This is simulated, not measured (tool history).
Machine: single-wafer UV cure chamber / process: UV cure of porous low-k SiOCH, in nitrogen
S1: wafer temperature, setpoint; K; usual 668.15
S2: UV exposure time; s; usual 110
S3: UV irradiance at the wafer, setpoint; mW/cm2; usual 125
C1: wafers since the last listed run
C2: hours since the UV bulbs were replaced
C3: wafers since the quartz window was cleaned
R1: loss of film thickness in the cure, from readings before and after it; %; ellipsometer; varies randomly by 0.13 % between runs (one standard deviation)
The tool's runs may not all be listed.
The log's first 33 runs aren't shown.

run,hour,S1,S2,S3,C1,C2,C3,R1
34,2606.7,681.15,60,107,581,1435.7,784,5.075
35,2670.2,668.15,110,125,514,1499.2,1298,7.638
36,2726.4,662.15,155,93,455,1555.4,1753,7.628
37,2801.8,668.15,90,125,610,1630.8,2364,6.529
38,2879.2,668.15,110,125,626,1708.2,2990,7.257
39,2963.8,675.15,55,151,685,1792.8,3676,5.367
40,3016.2,668.15,90,125,424,1845.2,4100,6.472
41,3061.9,668.15,110,125,370,1890.9,4470,7.046
42,3219.4,677.15,110,143,1275,2048.4,5745,7.416
# hour 3258.9: quartz window cleaned
43,3302.8,687.15,170,102,610,2131.8,355,9.033
44,3375.9,668.15,110,125,591,2204.9,947,7.438

Each row is a separate what-if for the run after 44, all from the same tool condition, not one after another. Results?
A,3376.3,668.15,110,125,3,2205.3,950,?
B,3376.3,683.15,110,160,3,2205.3,950,?
C,3376.3,668.15,85,162,3,2205.3,950,?
D,3376.3,675.15,60,105,3,2205.3,950,?
E,3376.3,649.15,85,113,3,2205.3,950,?

run,R1
A,7.471
B,8.710
C,7.477
D,4.683
E,5.797
Take away the tool's hidden state, keep each run's random variation, and the runs would have read:
run,R1
A,9.213
B,10.512
C,9.219
D,6.192
E,7.430
